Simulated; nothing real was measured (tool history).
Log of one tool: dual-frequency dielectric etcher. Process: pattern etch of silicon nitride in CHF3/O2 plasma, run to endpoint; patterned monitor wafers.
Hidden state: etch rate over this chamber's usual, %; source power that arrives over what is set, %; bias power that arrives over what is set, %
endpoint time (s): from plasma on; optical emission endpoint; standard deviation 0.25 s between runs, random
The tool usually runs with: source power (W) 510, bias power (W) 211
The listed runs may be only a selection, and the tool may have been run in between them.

| run | day | source power (W) | bias power (W) | wafers since the last listed run | hours since the last wet clean | hours since the last source power generator calibration | hours since the last bias power generator calibration | hours since the last upper electrode change | incoming incoming film thickness, nm | endpoint time (s) |
|---|---|---|---|---|---|---|---|---|---|---|
| 1 | 0 | 580 | 211 | 0 | 78 | 2942.9 | 3123.2 | 3876 | 52.8 | 34.7 |
| 2 | 0.767 | 580 | 211 | 145 | 96.4 | 2961.3 | 3141.6 | 3894.4 | 52.8 | 35 |
| 3 | 1.588 | 580 | 211 | 156 | 116.1 | 2981 | 3161.3 | 3914.1 | 53.1 | 34.7 |
| 4 | 2.579 | 510 | 211 | 188 | 139.9 | 3004.8 | 3185.1 | 3937.9 | 52.6 | 36.7 |
| 5 | 3.808 | 510 | 211 | 233 | 169.4 | 3034.3 | 3214.6 | 3967.4 | 52.7 | 36.8 |
| 6 | 4.892 | 510 | 211 | 206 | 195.4 | 3060.3 | 3240.6 | 3993.4 | 52.8 | 36.8 |
| 7 | 5.75 | 510 | 211 | 163 | 216 | 3080.9 | 3261.2 | 4014 | 53.1 | 36.8 |
| 8 | 6.9 | 510 | 211 | 218 | 243.6 | 3108.5 | 3288.8 | 4041.6 | 52.2 | 36.4 |
|  | 8.096 | source power generator calibrated |
| 9 | 8.262 | 510 | 211 | 227 | 276.3 | 4 | 3321.5 | 4074.3 | 53.1 | 37 |
|  | 9.804 | upper electrode replaced |
| 10 | 9.825 | 510 | 211 | 107 | 313.8 | 41.5 | 3359 | 0.5 | 53 | 36.9 |
| 11 | 9.838 | 510 | 226 | 2 | 314.1 | 41.8 | 3359.3 | 0.8 | 53.1 | 36.5 |
|  | 10.196 | bias power generator calibrated |
| 12 | 10.75 | 510 | 176 | 141 | 336 | 63.7 | 13.3 | 22.7 | 52.8 | 37.9 |
| 13 | 11.921 | 510 | 211 | 222 | 364.1 | 91.8 | 41.4 | 50.8 | 52.6 | 36.6 |
|  | 13.071 | wet clean of the chamber |
| 14 | 13.092 | 510 | 211 | 32 | 0.5 | 119.9 | 69.5 | 78.9 | 52.4 | 36.3 |
| 15 | 13.971 | 430 | 225 | 167 | 21.6 | 141 | 90.6 | 100 | 52.5 | 39.1 |
| 16 | 14.788 | 510 | 211 | 155 | 41.2 | 160.6 | 110.2 | 119.6 | 52.8 | 36.6 |
| 17 | 16.012 | 470 | 180 | 233 | 70.6 | 190 | 139.6 | 149 | 52.5 | 39.2 |
| 18 | 16.858 | 470 | 181 | 160 | 90.9 | 210.3 | 159.9 | 169.3 | 53.5 | 40 |
| 19 | 17.896 | 460 | 211 | 197 | 115.8 | 235.2 | 184.8 | 194.2 | 52.5 | 38.3 |
| 20 | 20.179 | 430 | 175 | 434 | 170.6 | 290 | 239.6 | 249 | 52.7 | 41.4 |
| 21 | 20.979 | 510 | 211 | 152 | 189.8 | 309.2 | 258.8 | 268.2 | 52.5 | 36.4 |
| 22 | 21.708 | 470 | 211 | 138 | 207.3 | 326.7 | 276.3 | 285.7 | 52.6 | 38.1 |
| 23 | 22.483 | 570 | 194 | 147 | 225.9 | 345.3 | 294.9 | 304.3 | 52.9 | 35.8 |

5 options for the next run, each taken on its own from the tool as it stands now. Forecast them:
| A | 22.5 | 510 | 211 | 3 | 226.3 | 345.7 | 295.3 | 304.7 | 52.6 | ? |
| B | 22.5 | 510 | 167 | 3 | 226.3 | 345.7 | 295.3 | 304.7 | 52.6 | ? |
| C | 22.5 | 580 | 235 | 3 | 226.3 | 345.7 | 295.3 | 304.7 | 52.6 | ? |
| D | 22.5 | 510 | 244 | 3 | 226.3 | 345.7 | 295.3 | 304.7 | 52.6 | ? |
| E | 22.5 | 510 | 263 | 3 | 226.3 | 345.7 | 295.3 | 304.7 | 52.6 | ? |

| run | endpoint time (s) |
|---|---|
| A | 36.6 |
| B | 38.6 |
| C | 33.7 |
| D | 35.3 |
| E | 34.7 |
Without the tool's hidden state the same runs would have given:
| run | endpoint time (s) |
|---|---|
| A | 36.6 |
| B | 38.6 |
| C | 33.7 |
| D | 35.3 |
| E | 34.7 |

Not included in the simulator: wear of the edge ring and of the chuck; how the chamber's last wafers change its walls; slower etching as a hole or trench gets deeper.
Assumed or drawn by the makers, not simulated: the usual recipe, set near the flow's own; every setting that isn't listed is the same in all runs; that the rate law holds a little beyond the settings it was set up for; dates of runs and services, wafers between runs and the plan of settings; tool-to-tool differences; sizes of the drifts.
